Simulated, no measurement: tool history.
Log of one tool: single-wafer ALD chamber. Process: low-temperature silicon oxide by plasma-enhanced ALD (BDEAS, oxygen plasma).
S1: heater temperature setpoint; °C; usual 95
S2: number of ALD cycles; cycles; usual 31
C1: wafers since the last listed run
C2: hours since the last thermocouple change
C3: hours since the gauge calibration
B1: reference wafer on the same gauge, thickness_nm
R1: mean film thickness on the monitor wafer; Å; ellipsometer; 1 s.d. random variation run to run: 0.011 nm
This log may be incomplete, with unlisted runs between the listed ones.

{"run": 1, "hour": 0.0, "S1": 95, "S2": 31, "C1": 0, "C2": 377.3, "C3": 461.0, "B1": 5.221, "R1": 43.66}
{"run": 2, "hour": 51.1, "S1": 95, "S2": 31, "C1": 469, "C2": 428.4, "C3": 512.1, "B1": 5.219, "R1": 43.69}
{"run": 3, "hour": 75.2, "S1": 95, "S2": 31, "C1": 221, "C2": 452.5, "C3": 536.2, "B1": 5.219, "R1": 43.73}
{"run": 4, "hour": 129.8, "S1": 95, "S2": 31, "C1": 501, "C2": 507.1, "C3": 590.8, "B1": 5.218, "R1": 43.59}
{"run": 5, "hour": 199.4, "S1": 95, "S2": 31, "C1": 639, "C2": 576.7, "C3": 660.4, "B1": 5.221, "R1": 43.57}
{"run": 6, "hour": 236.8, "S1": 95, "S2": 31, "C1": 343, "C2": 614.1, "C3": 697.8, "B1": 5.218, "R1": 43.66}
{"run": 7, "hour": 293.0, "S1": 87, "S2": 31, "C1": 516, "C2": 670.3, "C3": 754.0, "B1": 5.221, "R1": 44.81}
{"run": 8, "hour": 343.1, "S1": 87, "S2": 31, "C1": 460, "C2": 720.4, "C3": 804.1, "B1": 5.219, "R1": 44.64}
{"run": 9, "hour": 409.1, "S1": 101, "S2": 31, "C1": 606, "C2": 786.4, "C3": 870.1, "B1": 5.222, "R1": 42.72}
{"run": 10, "hour": 446.2, "S1": 95, "S2": 35, "C1": 340, "C2": 823.5, "C3": 907.2, "B1": 5.22, "R1": 49.08}
{"run": 11, "hour": 482.8, "S1": 95, "S2": 35, "C1": 336, "C2": 860.1, "C3": 943.8, "B1": 5.22, "R1": 48.88}
{"run": 12, "hour": 540.9, "S1": 95, "S2": 27, "C1": 533, "C2": 918.2, "C3": 1001.9, "B1": 5.221, "R1": 37.72}
{"run": 13, "hour": 594.6, "S1": 102, "S2": 33, "C1": 493, "C2": 971.9, "C3": 1055.6, "B1": 5.221, "R1": 45.43}
{"hour": 655.1, "done": "thermocouple changed; heater temperature recalibrated"}
{"run": 14, "hour": 655.6, "S1": 95, "S2": 31, "C1": 486, "C2": 0.5, "C3": 1116.6, "B1": 5.22, "R1": 44.28}
{"run": 15, "hour": 677.3, "S1": 87, "S2": 33, "C1": 199, "C2": 22.2, "C3": 1138.3, "B1": 5.22, "R1": 48.18}
{"run": 16, "hour": 732.2, "S1": 104, "S2": 25, "C1": 504, "C2": 77.1, "C3": 1193.2, "B1": 5.221, "R1": 34.7}
{"run": 17, "hour": 790.1, "S1": 82, "S2": 36, "C1": 531, "C2": 135.0, "C3": 1251.1, "B1": 5.218, "R1": 53.23}
{"run": 18, "hour": 814.6, "S1": 95, "S2": 28, "C1": 225, "C2": 159.5, "C3": 1275.6, "B1": 5.222, "R1": 39.57}
{"run": 19, "hour": 868.9, "S1": 80, "S2": 31, "C1": 498, "C2": 213.8, "C3": 1329.9, "B1": 5.218, "R1": 46.04}
{"hour": 872.4, "done": "gauge calibrated"}
{"run": 20, "hour": 897.4, "S1": 95, "S2": 31, "C1": 261, "C2": 242.3, "C3": 25.0, "B1": 5.221, "R1": 43.95}
{"run": 21, "hour": 928.9, "S1": 90, "S2": 31, "C1": 289, "C2": 273.8, "C3": 56.5, "B1": 5.22, "R1": 44.75}
{"run": 22, "hour": 975.3, "S1": 109, "S2": 34, "C1": 426, "C2": 320.2, "C3": 102.9, "B1": 5.217, "R1": 46.89}
{"run": 23, "hour": 1009.8, "S1": 95, "S2": 31, "C1": 316, "C2": 354.7, "C3": 137.4, "B1": 5.22, "R1": 43.8}
{"run": 24, "hour": 1079.2, "S1": 95, "S2": 31, "C1": 637, "C2": 424.1, "C3": 206.8, "B1": 5.221, "R1": 43.85}
{"run": 25, "hour": 1143.6, "S1": 90, "S2": 26, "C1": 591, "C2": 488.5, "C3": 271.2, "B1": 5.22, "R1": 37.34}

Here are 5 independent what-if runs from the current tool condition. What would each one return?
{"run": "A", "hour": 1144.1, "S1": 95, "S2": 31, "C1": 4, "C2": 489.0, "C3": 271.7, "B1": "?", "R1": "?"}
{"run": "B", "hour": 1144.1, "S1": 88, "S2": 31, "C1": 4, "C2": 489.0, "C3": 271.7, "B1": "?", "R1": "?"}
{"run": "C", "hour": 1144.1, "S1": 106, "S2": 27, "C1": 4, "C2": 489.0, "C3": 271.7, "B1": "?", "R1": "?"}
{"run": "D", "hour": 1144.1, "S1": 91, "S2": 34, "C1": 4, "C2": 489.0, "C3": 271.7, "B1": "?", "R1": "?"}
{"run": "E", "hour": 1144.1, "S1": 108, "S2": 31, "C1": 4, "C2": 489.0, "C3": 271.7, "B1": "?", "R1": "?"}

run=A B1=5.223 R1=43.78
run=B B1=5.223 R1=44.74
run=C B1=5.223 R1=37.26
run=D B1=5.223 R1=48.62
run=E B1=5.223 R1=42.64
Without the tool's hidden state the same runs would have given:
run=A R1=44.09
run=B R1=45.06
run=C R1=37.40
run=D R1=48.97
run=E R1=42.80
